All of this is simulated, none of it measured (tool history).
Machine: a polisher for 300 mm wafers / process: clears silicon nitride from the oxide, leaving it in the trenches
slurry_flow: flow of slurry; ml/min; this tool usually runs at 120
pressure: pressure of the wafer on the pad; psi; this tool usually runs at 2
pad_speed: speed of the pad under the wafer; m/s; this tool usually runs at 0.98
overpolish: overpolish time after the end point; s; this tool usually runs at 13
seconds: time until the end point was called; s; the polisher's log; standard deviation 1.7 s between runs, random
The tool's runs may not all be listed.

| run | hour | slurry_flow | pressure | pad_speed | overpolish | wafers since the last listed run | wafers polished on this pad | hours since the slurry nozzle was cleaned | hours since the head pressure was calibrated | incoming thickness of the incoming film, nm | seconds |
|---|---|---|---|---|---|---|---|---|---|---|---|
| 1 | 0 | 90 | 2 | 1.12 | 13 | 0 | 2165 | 0.4 | 699.2 | 59.8 | 92.1 |
|  | 10.3 | worn pad replaced by a new one |
| 2 | 48.3 | 90 | 2 | 1.12 | 13 | 397 | 340 | 48.7 | 747.5 | 59.9 | 80.2 |
| 3 | 104.9 | 120 | 1.7 | 0.98 | 13 | 507 | 848 | 105.3 | 804.1 | 59.8 | 104.6 |
| 4 | 166.8 | 120 | 2 | 1.18 | 13 | 554 | 1402 | 167.2 | 866 | 60.4 | 77.5 |
| 5 | 202.7 | 90 | 2 | 0.98 | 13 | 321 | 1724 | 203.1 | 901.9 | 60.4 | 101.4 |
|  | 213.1 | worn pad replaced by a new one |
| 6 | 229.3 | 120 | 2 | 0.98 | 13 | 202 | 145 | 229.7 | 928.5 | 59 | 86.2 |
| 7 | 275.3 | 120 | 2 | 0.98 | 13 | 412 | 557 | 275.7 | 974.5 | 60.3 | 90 |
| 8 | 321 | 120 | 2 | 0.98 | 13 | 409 | 967 | 321.4 | 1020.2 | 60.5 | 89.3 |
| 9 | 349.7 | 120 | 2 | 0.98 | 13 | 257 | 1224 | 350.1 | 1048.9 | 59.9 | 90.1 |
|  | 395.1 | slurry nozzle cleaned |
| 10 | 409.6 | 120 | 2 | 0.98 | 13 | 527 | 1752 | 14.5 | 1108.8 | 58.9 | 97.8 |
|  | 462.2 | worn pad replaced by a new one |
| 11 | 462.7 | 120 | 2 | 0.98 | 13 | 440 | 4 | 67.6 | 1161.9 | 59.7 | 89.8 |
|  | 467.1 | head pressure recalibrated |
| 12 | 518.8 | 120 | 2 | 1.32 | 5 | 484 | 489 | 123.7 | 51.7 | 59.6 | 65.8 |
| 13 | 576.6 | 120 | 2 | 0.98 | 13 | 518 | 1007 | 181.5 | 109.5 | 59.4 | 90 |
|  | 713.9 | worn pad replaced by a new one |
| 14 | 784.5 | 120 | 1.5 | 0.98 | 13 | 1827 | 632 | 389.4 | 317.4 | 59.4 | 113.2 |
|  | 830.7 | slurry nozzle cleaned |
|  | 924.8 | worn pad replaced by a new one |
| 15 | 986.7 | 90 | 2.3 | 0.98 | 19 | 1767 | 554 | 156 | 519.6 | 59 | 79.6 |
| 16 | 1021.6 | 140 | 1.7 | 1.12 | 20 | 312 | 867 | 190.9 | 554.5 | 60 | 87.3 |
| 17 | 1068.5 | 120 | 2 | 0.98 | 19 | 420 | 1287 | 237.8 | 601.4 | 60.1 | 96.4 |
| 18 | 1107.4 | 120 | 1.5 | 1.26 | 8 | 348 | 1636 | 276.7 | 640.3 | 59.8 | 94.8 |

Consider 3 possible next runs. They are alternatives, not a sequence: every one starts from the tool as it was left by run 18. What does each give?
| A | 1107.9 | 120 | 2 | 0.98 | 13 | 4 | 1641 | 277.2 | 640.8 | 59.7 | ? |
| B | 1107.9 | 150 | 2.2 | 0.98 | 10 | 4 | 1641 | 277.2 | 640.8 | 59.7 | ? |
| C | 1107.9 | 90 | 2 | 1.1 | 13 | 4 | 1641 | 277.2 | 640.8 | 59.7 | ? |

| run | seconds |
|---|---|
| A | 93.3 |
| B | 83.1 |
| C | 86.9 |
The same runs, with their run-to-run variation unchanged, on a tool lacking any hidden condition would have given:
| run | seconds |
|---|---|
| A | 85.6 |
| B | 76.2 |
| C | 79.8 |

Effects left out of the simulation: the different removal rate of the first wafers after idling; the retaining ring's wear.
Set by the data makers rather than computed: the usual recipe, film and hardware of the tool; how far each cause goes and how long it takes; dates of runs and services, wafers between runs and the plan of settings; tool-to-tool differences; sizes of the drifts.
